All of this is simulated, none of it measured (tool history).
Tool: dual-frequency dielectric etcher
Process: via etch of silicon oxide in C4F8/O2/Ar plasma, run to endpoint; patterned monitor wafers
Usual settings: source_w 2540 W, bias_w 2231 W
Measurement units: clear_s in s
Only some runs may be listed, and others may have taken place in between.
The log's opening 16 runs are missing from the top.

| run | hour | source_w | bias_w | wafers since the last listed run | hours since the last wet clean | hours since the last source power generator calibration | hours since the last bias power generator calibration | hours since the last upper electrode change | incoming incoming film thickness, nm | clear_s |
|---|---|---|---|---|---|---|---|---|---|---|
| 17 | 187.1 | 2540 | 2231 | 67 | 62.0 | 3926.6 | 1704.5 | 21.8 | 776.0 | 129.8 |
|  | 194.8 | bias power generator calibrated |
| 18 | 195.3 | 1950 | 1785 | 26 | 70.2 | 3934.8 | 0.5 | 30.0 | 773.1 | 160.8 |
| 19 | 200.4 | 1940 | 2532 | 32 | 75.3 | 3939.9 | 5.6 | 35.1 | 767.6 | 151.4 |
| 20 | 208.6 | 2070 | 2742 | 52 | 83.5 | 3948.1 | 13.8 | 43.3 | 781.8 | 143.3 |
| 21 | 224.0 | 2540 | 2061 | 98 | 98.9 | 3963.5 | 29.2 | 58.7 | 774.3 | 130.8 |
| 22 | 235.3 | 2540 | 2231 | 72 | 110.2 | 3974.8 | 40.5 | 70.0 | 772.4 | 129.3 |
|  | 244.2 | source power generator calibrated |
| 23 | 252.2 | 2540 | 2231 | 82 | 127.1 | 8.0 | 57.4 | 86.9 | 769.3 | 129.0 |
| 24 | 268.0 | 2540 | 2231 | 101 | 142.9 | 23.8 | 73.2 | 102.7 | 776.7 | 130.8 |
| 25 | 286.0 | 2170 | 2429 | 115 | 160.9 | 41.8 | 91.2 | 120.7 | 770.0 | 140.3 |
| 26 | 292.8 | 2540 | 2690 | 43 | 167.7 | 48.6 | 98.0 | 127.5 | 775.5 | 125.7 |
| 27 | 303.4 | 2710 | 2646 | 67 | 178.3 | 59.2 | 108.6 | 138.1 | 779.1 | 120.3 |
| 28 | 315.0 | 3030 | 2574 | 74 | 189.9 | 70.8 | 120.2 | 149.7 | 765.9 | 111.1 |
| 29 | 329.6 | 2220 | 1877 | 93 | 204.5 | 85.4 | 134.8 | 164.3 | 772.4 | 142.3 |
| 30 | 351.9 | 2540 | 2765 | 142 | 226.8 | 107.7 | 157.1 | 186.6 | 788.1 | 125.9 |
| 31 | 361.1 | 2540 | 2231 | 58 | 236.0 | 116.9 | 166.3 | 195.8 | 777.7 | 128.5 |
| 32 | 376.5 | 2540 | 2231 | 98 | 251.4 | 132.3 | 181.7 | 211.2 | 784.1 | 129.2 |
| 33 | 383.2 | 2380 | 2487 | 42 | 258.1 | 139.0 | 188.4 | 217.9 | 783.0 | 132.2 |
| 34 | 390.0 | 2260 | 2231 | 43 | 264.9 | 145.8 | 195.2 | 224.7 | 770.9 | 136.6 |
| 35 | 407.8 | 2940 | 2413 | 113 | 282.7 | 163.6 | 213.0 | 242.5 | 778.9 | 115.2 |

Consider 4 possible next runs. They are alternatives, not a sequence: every one starts from the tool as it was left by run 35. What does each give?
| A | 408.3 | 2540 | 2231 | 3 | 283.2 | 164.1 | 213.5 | 243.0 | 781.8 | ? |
| B | 408.3 | 2540 | 2051 | 3 | 283.2 | 164.1 | 213.5 | 243.0 | 781.8 | ? |
| C | 408.3 | 2210 | 2608 | 3 | 283.2 | 164.1 | 213.5 | 243.0 | 781.8 | ? |
| D | 408.3 | 2100 | 1810 | 3 | 283.2 | 164.1 | 213.5 | 243.0 | 781.8 | ? |

| run | clear_s |
|---|---|
| A | 128.5 |
| B | 130.1 |
| C | 137.0 |
| D | 150.1 |
Had the tool no hidden state, the same runs would have come out as:
| run | clear_s |
|---|---|
| A | 131.4 |
| B | 133.0 |
| C | 140.0 |
| D | 153.5 |
